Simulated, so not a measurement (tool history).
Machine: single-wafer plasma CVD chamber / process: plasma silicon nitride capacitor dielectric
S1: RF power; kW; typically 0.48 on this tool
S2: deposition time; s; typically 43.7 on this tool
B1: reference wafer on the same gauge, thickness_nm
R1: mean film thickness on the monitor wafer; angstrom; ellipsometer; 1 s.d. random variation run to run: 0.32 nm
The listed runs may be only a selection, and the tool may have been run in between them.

{"run": 1, "hour": 0.0, "S1": 0.48, "S2": 41.4, "B1": 54.717, "R1": 542.46}
{"run": 2, "hour": 61.9, "S1": 0.48, "S2": 41.4, "B1": 54.631, "R1": 547.27}
{"run": 3, "hour": 141.9, "S1": 0.48, "S2": 43.7, "B1": 54.565, "R1": 574.45}
{"run": 4, "hour": 238.9, "S1": 0.48, "S2": 43.7, "B1": 54.419, "R1": 570.42}
{"run": 5, "hour": 292.5, "S1": 0.48, "S2": 43.7, "B1": 54.406, "R1": 572.34}
{"run": 6, "hour": 372.5, "S1": 0.48, "S2": 43.7, "B1": 54.299, "R1": 565.94}
{"run": 7, "hour": 433.7, "S1": 0.48, "S2": 43.7, "B1": 54.154, "R1": 569.11}
{"run": 8, "hour": 530.6, "S1": 0.48, "S2": 43.7, "B1": 53.953, "R1": 566.22}
{"run": 9, "hour": 619.9, "S1": 0.48, "S2": 43.7, "B1": 53.831, "R1": 566.73}
{"run": 10, "hour": 711.3, "S1": 0.48, "S2": 43.7, "B1": 53.723, "R1": 569.38}
{"hour": 713.7, "done": "gauge calibrated"}
{"run": 11, "hour": 790.6, "S1": 0.48, "S2": 43.7, "B1": 55.662, "R1": 581.66}
{"run": 12, "hour": 1084.6, "S1": 0.48, "S2": 43.7, "B1": 55.541, "R1": 589.46}
{"hour": 1095.7, "done": "showerhead replaced"}
{"run": 13, "hour": 1154.7, "S1": 0.55, "S2": 48.8, "B1": 55.454, "R1": 673.34}
{"run": 14, "hour": 1207.3, "S1": 0.555, "S2": 35.9, "B1": 55.43, "R1": 503.06}
{"run": 15, "hour": 1349.6, "S1": 0.51, "S2": 43.7, "B1": 55.335, "R1": 593.88}
{"run": 16, "hour": 1439.2, "S1": 0.39, "S2": 46.5, "B1": 55.381, "R1": 583.67}
{"run": 17, "hour": 1490.5, "S1": 0.48, "S2": 43.7, "B1": 55.243, "R1": 583.22}
{"run": 18, "hour": 1589.7, "S1": 0.48, "S2": 35.4, "B1": 55.206, "R1": 467.7}
{"hour": 1604.0, "done": "RF generator calibrated"}
{"run": 19, "hour": 1629.2, "S1": 0.56, "S2": 36.4, "B1": 55.216, "R1": 511.91}
{"run": 20, "hour": 1724.6, "S1": 0.43, "S2": 38.7, "B1": 55.118, "R1": 497.91}
{"run": 21, "hour": 1775.7, "S1": 0.415, "S2": 39.4, "B1": 55.009, "R1": 499.84}
{"run": 22, "hour": 1863.0, "S1": 0.48, "S2": 48.6, "B1": 55.031, "R1": 640.1}
{"run": 23, "hour": 1956.2, "S1": 0.515, "S2": 43.7, "B1": 54.889, "R1": 593.48}
{"run": 24, "hour": 2029.7, "S1": 0.48, "S2": 43.7, "B1": 54.828, "R1": 574.65}
{"run": 25, "hour": 2125.5, "S1": 0.48, "S2": 43.7, "B1": 54.668, "R1": 574.33}

Results for each run, recomputed without the tool's hidden state and with each run's random variation untouched:
Unlogged tool condition in this case: delivered RF power above the setpoint (%); gauge reads high (%).
run=1 R1=551.19
run=2 R1=556.78
run=3 R1=585.43
run=4 R1=582.62
run=5 R1=585.33
run=6 R1=579.96
run=7 R1=584.17
run=8 R1=582.77
run=9 R1=584.83
run=10 R1=589.25
run=11 R1=581.92
run=12 R1=590.34
run=13 R1=674.65
run=14 R1=504.24
run=15 R1=596.03
run=16 R1=586.36
run=17 R1=586.27
run=18 R1=470.76
run=19 R1=515.56
run=20 R1=502.2
run=21 R1=504.58
run=22 R1=647.18
run=23 R1=601.12
run=24 R1=582.93
run=25 R1=583.84

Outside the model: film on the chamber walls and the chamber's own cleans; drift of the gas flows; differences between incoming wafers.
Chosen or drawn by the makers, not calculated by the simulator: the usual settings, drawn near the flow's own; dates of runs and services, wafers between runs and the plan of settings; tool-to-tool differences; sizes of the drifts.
